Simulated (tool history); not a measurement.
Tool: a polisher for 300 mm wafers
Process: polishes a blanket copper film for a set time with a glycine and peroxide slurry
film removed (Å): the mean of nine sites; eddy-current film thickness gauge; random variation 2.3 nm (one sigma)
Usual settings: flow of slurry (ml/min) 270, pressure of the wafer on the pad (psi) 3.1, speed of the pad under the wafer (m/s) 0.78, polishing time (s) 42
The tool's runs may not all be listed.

run   hour  flow of slurry (ml/min)  pressure of the wafer on the pad (psi)  speed of the pad under the wafer (m/s)  polishing time (s)  wafers since the last listed run  wafers polished on this pad  hours since the slurry nozzle was cleaned  hours since the head pressure was calibrated  incoming thickness of the incoming film, nm  film removed (Å)
  1    0.0                      270                                     3.1                                    0.78                  42                                 0                          666                                      306.6                                         641.3                                       2257.0              2174
  2   19.3                      270                                     3.1                                    0.78                  42                               192                          859                                      325.9                                         660.6                                       2226.7              2136
  3   80.3                      270                                     3.1                                    0.78                  42                               607                         1466                                      386.9                                         721.6                                       2221.5              2197
     111.4  -- worn pad replaced by a new one
  4  111.9                      270                                     3.1                                    0.78                  42                               274                            4                                      418.5                                         753.2                                       2236.3              2165
  5  134.8                      270                                     3.1                                    0.78                  42                               228                          232                                      441.4                                         776.1                                       2174.3              2179
  6  156.2                      270                                     3.1                                    0.78                  42                               213                          445                                      462.8                                         797.5                                       2213.6              2175
  7  186.7                      270                                     3.1                                    0.78                  42                               303                          749                                      493.3                                         828.0                                       2184.5              2211
  8  222.1                      270                                     3.1                                    0.78                  42                               352                         1101                                      528.7                                         863.4                                       2206.0              2151
  9  245.1                      270                                     3.1                                    0.78                  42                               229                         1331                                      551.7                                         886.4                                       2211.7              2221
 10  280.9                      270                                     3.1                                    0.78                  42                               356                         1687                                      587.5                                         922.2                                       2240.1              2212
     294.1  -- worn pad replaced by a new one
 11  313.3                      270                                     3.1                                    0.78                  42                               282                          191                                      619.9                                         954.6                                       2181.6              2178
 12  328.7                      270                                     3.1                                    0.78                  42                               153                          344                                      635.3                                         970.0                                       2251.6              2167
     345.8  -- slurry nozzle cleaned
 13  363.2                      270                                     3.1                                    0.78                  42                               333                          678                                       17.4                                        1004.5                                       2259.1              2185
 14  380.8                      270                                     3.6                                    0.60                  42                               175                          853                                       35.0                                        1022.1                                       2220.3              2197
 15  405.7                      270                                     3.6                                    0.60                  42                               247                         1101                                       59.9                                        1047.0                                       2210.9              2192
 16  433.4                      270                                     3.1                                    0.78                  42                               275                         1377                                       87.6                                        1074.7                                       2234.5              2198
 17  446.3                      270                                     3.6                                    0.60                  42                               128                         1505                                      100.5                                        1087.6                                       2243.8              2207
 18  462.9                      330                                     2.4                                    0.90                  56                               165                         1671                                      117.1                                        1104.2                                       2222.8              2596
     481.5  -- worn pad replaced by a new one, of another model than before
 19  497.4                      270                                     3.6                                    0.60                  42                               303                          158                                      151.6                                        1138.7                                       2236.2              2154
 20  520.2                      270                                     3.1                                    0.78                  42                               227                          385                                      174.4                                        1161.5                                       2240.7              2127
 21  542.0                      185                                     3.1                                    0.78                  42                               217                          602                                      196.2                                        1183.3                                       2207.6              2100
 22  575.7                      270                                     3.1                                    0.78                  42                               335                          938                                      229.9                                        1217.0                                       2209.1              2184
 23  589.3                      270                                     3.1                                    0.78                  42                               135                         1073                                      243.5                                        1230.6                                       2204.0              2117
     620.3  -- head pressure recalibrated
 24  621.8                      270                                     3.1                                    0.78                  51                               303                         1377                                      276.0                                           1.5                                       2210.0              2514
     638.6  -- worn pad replaced by a new one
 25  724.1                      270                                     3.5                                    0.78                  42                               978                          851                                      378.3                                         103.8                                       2235.4              2242
 26  751.2                      230                                     3.1                                    1.00                  35                               269                         1121                                      405.4                                         130.9                                       2266.0              1870
 27  771.2                      350                                     2.2                                    0.68                  36                               199                         1320                                      425.4                                         150.9                                       2222.5              1511
 28  792.7                      340                                     3.1                                    0.62                  42                               214                         1534                                      446.9                                         172.4                                       2198.5              2021
     810.3  -- worn pad replaced by a new one
 29  822.4                      230                                     3.5                                    0.96                  34                               255                          120                                      476.6                                         202.1                                       2171.3              1975
 30  839.3                      270                                     2.1                                    0.52                  42                               168                          288                                      493.5                                         219.0                                       2223.3              1553
 31  859.9                      230                                     3.1                                    0.98                  30                               205                          493                                      514.1                                         239.6                                       2232.5              1619

Forecast each of these 3 alternatives for the next run:
  A  860.3                      270                                     3.1                                    0.78                  42                                 3                          497                                      514.5                                         240.0                                       2232.5                 ?
  B  860.3                      310                                     2.7                                    0.96                  55                                 3                          497                                      514.5                                         240.0                                       2232.5                 ?
  C  860.3                      325                                     3.1                                    0.78                  42                                 3                          497                                      514.5                                         240.0                                       2232.5                 ?

run  film removed (Å)
  A              2168
  B              2894
  C              2201
Without the tool's hidden state the same runs would have given:
run  film removed (Å)
  A              2105
  B              2809
  C              2136
